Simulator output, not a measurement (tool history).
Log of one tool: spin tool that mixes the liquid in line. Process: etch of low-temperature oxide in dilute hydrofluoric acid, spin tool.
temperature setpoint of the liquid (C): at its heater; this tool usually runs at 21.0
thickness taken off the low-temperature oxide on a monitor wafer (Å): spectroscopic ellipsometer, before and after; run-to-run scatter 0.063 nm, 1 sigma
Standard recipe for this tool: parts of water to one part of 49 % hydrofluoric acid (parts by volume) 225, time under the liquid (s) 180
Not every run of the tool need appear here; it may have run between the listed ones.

run	hour	temperature setpoint of the liquid (C)	parts of water to one part of 49 % hydrofluoric acid (parts by volume)	time under the liquid (s)	wafers since the last listed run	hours since the thermometer was replaced	hours since the hydrofluoric acid flow meter was replaced	hours since the gauge calibration	read-back film thickness of the low-temperature oxide reference wafer, read on the same gauge (nm)	thickness taken off the low-temperature oxide on a monitor wafer (Å)
1	0.0	21.0	300	180	0	1184.1	1477.1	143.5	29.95	45.2
2	10.0	21.0	300	180	54	1194.1	1487.1	153.5	29.96	45.2
3	26.9	21.0	225	180	92	1211.0	1504.0	170.4	30.02	64.1
4	44.8	21.0	225	180	98	1228.9	1521.9	188.3	29.99	65.0
5	60.4	21.0	225	180	85	1244.5	1537.5	203.9	29.96	64.7
6	91.8	21.0	225	180	172	1275.9	1568.9	235.3	30.02	65.0
# hour 102.6: gauge calibrated
# hour 106.6: hydrofluoric acid flow meter replaced
7	107.1	21.0	255	180	78	1291.2	0.5	4.5	29.96	54.4
8	123.2	21.0	255	180	88	1307.3	16.6	20.6	30.04	55.4
# hour 134.6: thermometer replaced
9	137.4	21.0	255	180	72	2.8	30.8	34.8	30.00	55.9
10	154.8	21.0	165	180	95	20.2	48.2	52.2	30.00	92.0
11	172.0	17.0	175	110	94	37.4	65.4	69.4	30.05	45.3
12	180.1	21.0	130	180	44	45.5	73.5	77.5	29.99	123.7
13	189.9	19.0	305	230	53	55.3	83.3	87.3	29.97	53.1
14	198.2	19.0	150	80	45	63.6	91.6	95.6	29.96	42.8
15	213.8	17.5	170	150	85	79.2	107.2	111.2	30.03	64.9
16	220.5	19.0	300	180	36	85.9	113.9	117.9	30.00	42.0
17	237.0	21.0	225	180	90	102.4	130.4	134.4	29.99	65.1
18	249.6	21.0	225	180	69	115.0	143.0	147.0	30.02	63.9

What if the next run were any one of these 4? Each begins from the tool's condition after run 18:
A	250.1	21.0	225	180	2	115.5	143.5	147.5	?	?
B	250.1	19.5	255	180	2	115.5	143.5	147.5	?	?
C	250.1	17.5	145	245	2	115.5	143.5	147.5	?	?
D	250.1	21.0	225	110	2	115.5	143.5	147.5	?	?

run	read-back film thickness of the low-temperature oxide reference wafer, read on the same gauge (nm)	thickness taken off the low-temperature oxide on a monitor wafer (Å)
A	30.07	63.1
B	30.07	51.1
C	30.07	125.6
D	30.07	38.5
Without the tool's unlogged condition, the same runs would have read:
run	thickness taken off the low-temperature oxide on a monitor wafer (Å)
A	63.1
B	51.1
C	125.6
D	38.5

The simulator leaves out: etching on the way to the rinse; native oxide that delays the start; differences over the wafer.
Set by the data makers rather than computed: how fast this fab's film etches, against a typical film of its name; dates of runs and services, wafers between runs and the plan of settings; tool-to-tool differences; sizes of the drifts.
